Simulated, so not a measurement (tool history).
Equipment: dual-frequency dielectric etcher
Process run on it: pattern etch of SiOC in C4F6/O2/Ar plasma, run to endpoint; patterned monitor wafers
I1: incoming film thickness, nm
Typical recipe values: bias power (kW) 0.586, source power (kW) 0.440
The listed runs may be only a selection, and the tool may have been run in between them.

Run 1, day 0.000: usual settings; I1 40.86. Result: endpoint time (s) 13.2.
Run 2, day 0.454: usual settings; I1 41.02. Result: endpoint time (s) 13.2.
Run 3, day 0.733: usual settings; I1 40.75. Result: endpoint time (s) 13.1.
Run 4, day 1.329: usual settings but bias power (kW) 0.507; I1 40.69. Result: endpoint time (s) 13.5.
Run 5, day 1.700: usual settings but bias power (kW) 0.507; I1 40.83. Result: endpoint time (s) 13.6.
Run 6, day 2.017: usual settings but bias power (kW) 0.657; I1 40.59. Result: endpoint time (s) 12.8.
Run 7, day 2.650: usual settings but bias power (kW) 0.657; I1 41.01. Result: endpoint time (s) 12.9.
Run 8, day 3.342: usual settings; I1 41.06. Result: endpoint time (s) 13.4.
Run 9, day 3.879: usual settings; I1 40.34. Result: endpoint time (s) 13.0.
Run 10, day 4.571: usual settings; I1 40.76. Result: endpoint time (s) 13.2.
Run 11, day 5.233: usual settings; I1 40.59. Result: endpoint time (s) 13.2.
Run 12, day 5.846: usual settings; I1 40.96. Result: endpoint time (s) 13.4.
Run 13, day 6.254: usual settings; I1 40.81. Result: endpoint time (s) 13.3.
At day 6.850: source power generator calibrated.
Run 14, day 6.871: usual settings; I1 40.67. Result: endpoint time (s) 13.3.
At day 8.046: wet clean of the chamber.
Run 15, day 8.067: usual settings; I1 40.47. Result: endpoint time (s) 12.9.
Run 16, day 8.238: usual settings but bias power (kW) 0.678; I1 40.93. Result: endpoint time (s) 12.6.
At day 9.446: upper electrode replaced.
Run 17, day 9.467: usual settings but bias power (kW) 0.540, source power (kW) 0.340; I1 40.41. Result: endpoint time (s) 14.7.
Run 18, day 9.479: usual settings but bias power (kW) 0.477, source power (kW) 0.360; I1 40.45. Result: endpoint time (s) 14.8.
At day 9.925: bias power generator calibrated.
Run 19, day 10.008: usual settings but bias power (kW) 0.721; I1 40.71. Result: endpoint time (s) 12.3.
Run 20, day 10.371: usual settings but bias power (kW) 0.529, source power (kW) 0.410; I1 40.51. Result: endpoint time (s) 13.7.
Run 21, day 11.025: usual settings but bias power (kW) 0.657; I1 41.14. Result: endpoint time (s) 12.8.
Run 22, day 11.446: usual settings but bias power (kW) 0.635, source power (kW) 0.410; I1 40.68. Result: endpoint time (s) 13.1.
Run 23, day 11.925: usual settings but bias power (kW) 0.682, source power (kW) 0.340; I1 40.61. Result: endpoint time (s) 13.9.
Run 24, day 12.296: usual settings but bias power (kW) 0.515, source power (kW) 0.500; I1 40.77. Result: endpoint time (s) 12.8.
Run 25, day 12.679: usual settings but bias power (kW) 0.517, source power (kW) 0.540; I1 40.39. Result: endpoint time (s) 12.3.
Run 26, day 12.983: usual settings; I1 40.24. Result: endpoint time (s) 13.0.
Run 27, day 15.183: usual settings but source power (kW) 0.380; I1 40.26. Result: endpoint time (s) 13.8.
Run 28, day 15.525: usual settings but bias power (kW) 0.642, source power (kW) 0.410; I1 40.44. Result: endpoint time (s) 13.1.
Run 29, day 16.150: usual settings; I1 40.53. Result: endpoint time (s) 13.1.
Run 30, day 16.804: usual settings but bias power (kW) 0.669, source power (kW) 0.540; I1 40.93. Result: endpoint time (s) 11.8.

What if the next run were any one of these 3? Each begins from the tool's condition after run 30:
Run A, day 16.821: usual settings; I1 40.45. Result: endpoint time (s) ?.
Run B, day 16.821: usual settings but bias power (kW) 0.458, source power (kW) 0.470; I1 40.45. Result: endpoint time (s) ?.
Run C, day 16.821: usual settings but bias power (kW) 0.695; I1 40.45. Result: endpoint time (s) ?.

run  endpoint time (s)
  A               13.1
  B               13.5
  C               12.5
Take away the tool's hidden state, keep each run's random variation, and the runs would have read:
run  endpoint time (s)
  A               12.7
  B               13.1
  C               12.2

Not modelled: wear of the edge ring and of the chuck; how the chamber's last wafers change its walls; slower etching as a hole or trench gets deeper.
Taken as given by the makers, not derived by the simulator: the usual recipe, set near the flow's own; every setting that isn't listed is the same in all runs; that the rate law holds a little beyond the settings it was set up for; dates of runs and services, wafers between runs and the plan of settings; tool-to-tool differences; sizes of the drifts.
